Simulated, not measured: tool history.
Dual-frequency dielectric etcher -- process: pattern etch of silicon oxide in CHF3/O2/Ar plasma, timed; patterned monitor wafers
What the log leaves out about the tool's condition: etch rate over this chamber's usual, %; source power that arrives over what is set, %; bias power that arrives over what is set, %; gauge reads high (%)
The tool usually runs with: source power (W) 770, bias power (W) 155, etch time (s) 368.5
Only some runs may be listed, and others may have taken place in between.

run	hour	source power (W)	bias power (W)	etch time (s)	wafers since the last listed run	hours since the last wet clean	hours since the last source power generator calibration	hours since the last bias power generator calibration	hours since the last upper electrode change	hours since the gauge calibration	read-back reference wafer on the same gauge, depth_nm	mean etch depth across the wafer (Å)
1	0.0	770	155	368.5	0	381.6	1717.4	20.5	1620.6	951.6	619.8	7341
2	56.6	710	155	318.0	251	438.2	1774.0	77.1	1677.2	1008.2	620.2	6128
3	152.0	770	155	368.5	424	533.6	1869.4	172.5	1772.6	1103.6	622.2	7265
4	216.8	770	155	368.5	288	598.4	1934.2	237.3	1837.4	1168.4	619.8	7212
# hour 271.5: wet clean of the chamber
5	313.2	770	155	368.5	322	41.7	2030.6	333.7	1933.8	1264.8	620.8	7422
6	449.5	640	155	368.5	606	178.0	2166.9	470.0	2070.1	1401.1	620.8	7016
7	517.4	770	155	368.5	302	245.9	2234.8	537.9	2138.0	1469.0	619.9	7458
8	562.4	770	155	368.5	200	290.9	2279.8	582.9	2183.0	1514.0	619.6	7409
9	660.9	770	155	368.5	438	389.4	2378.3	681.4	2281.5	1612.5	619.2	7388
10	725.4	770	155	368.5	287	453.9	2442.8	745.9	2346.0	1677.0	619.8	7298
11	827.7	810	155	368.5	455	556.2	2545.1	848.2	2448.3	1779.3	621.3	7387
# hour 873.4: wet clean of the chamber
12	906.8	770	155	368.5	245	33.4	2624.2	927.3	2527.4	1858.4	619.4	7460
13	977.0	770	155	368.5	312	103.6	2694.4	997.5	2597.6	1928.6	619.3	7428
14	1075.9	770	155	312.5	440	202.5	2793.3	1096.4	2696.5	2027.5	619.3	6231
15	1148.4	700	144	368.5	322	275.0	2865.8	1168.9	2769.0	2100.0	620.5	6986
16	1198.9	770	184	282.5	224	325.5	2916.3	1219.4	2819.5	2150.5	619.7	5958
# hour 1238.0: gauge calibrated
17	1299.9	770	155	368.5	449	426.5	3017.3	1320.4	2920.5	61.9	620.2	7300
18	1340.1	660	182	298.5	178	466.7	3057.5	1360.6	2960.7	102.1	619.5	5882
# hour 1381.6: upper electrode replaced
# hour 1442.9: wet clean of the chamber
19	1443.4	770	155	368.5	246	0.5	3160.8	1463.9	61.8	205.4	621.0	7646
20	1469.0	770	180	368.5	113	26.1	3186.4	1489.5	87.4	231.0	620.5	7966
21	1513.7	770	120	410.0	198	70.8	3231.1	1534.2	132.1	275.7	619.4	7757
22	1616.8	770	121	368.5	458	173.9	3334.2	1637.3	235.2	378.8	621.2	7043
# hour 1690.0: bias power generator calibrated
23	1692.6	770	155	368.5	319	249.7	3410.0	2.6	311.0	454.6	619.7	7498
# hour 1698.0: source power generator calibrated
24	1748.4	700	144	368.5	230	305.5	50.4	58.4	366.8	510.4	620.5	7064
25	1809.6	770	155	368.5	272	366.7	111.6	119.6	428.0	571.6	622.2	7440
26	1987.9	770	188	368.5	793	545.0	289.9	297.9	606.3	749.9	617.8	7828
27	2079.0	770	186	294.5	405	636.1	381.0	389.0	697.4	841.0	621.4	6173
# hour 2158.5: wet clean of the chamber
28	2171.5	770	169	368.5	304	13.0	473.5	481.5	789.9	933.5	619.3	7647

Consider 4 possible next runs. They are alternatives, not a sequence: every one starts from the tool as it was left by run 28. What does each give?
A	2172.0	770	155	368.5	2	13.5	474.0	482.0	790.4	934.0	?	?
B	2172.0	820	133	442.0	2	13.5	474.0	482.0	790.4	934.0	?	?
C	2172.0	610	116	272.5	2	13.5	474.0	482.0	790.4	934.0	?	?
D	2172.0	700	155	368.5	2	13.5	474.0	482.0	790.4	934.0	?	?

run	read-back reference wafer on the same gauge, depth_nm	mean etch depth across the wafer (Å)
A	618.3	7445
B	618.3	8717
C	618.3	4657
D	618.3	7203
Without the tool's unlogged condition, the same runs would have read:
run	mean etch depth across the wafer (Å)
A	7476
B	8754
C	4676
D	7233
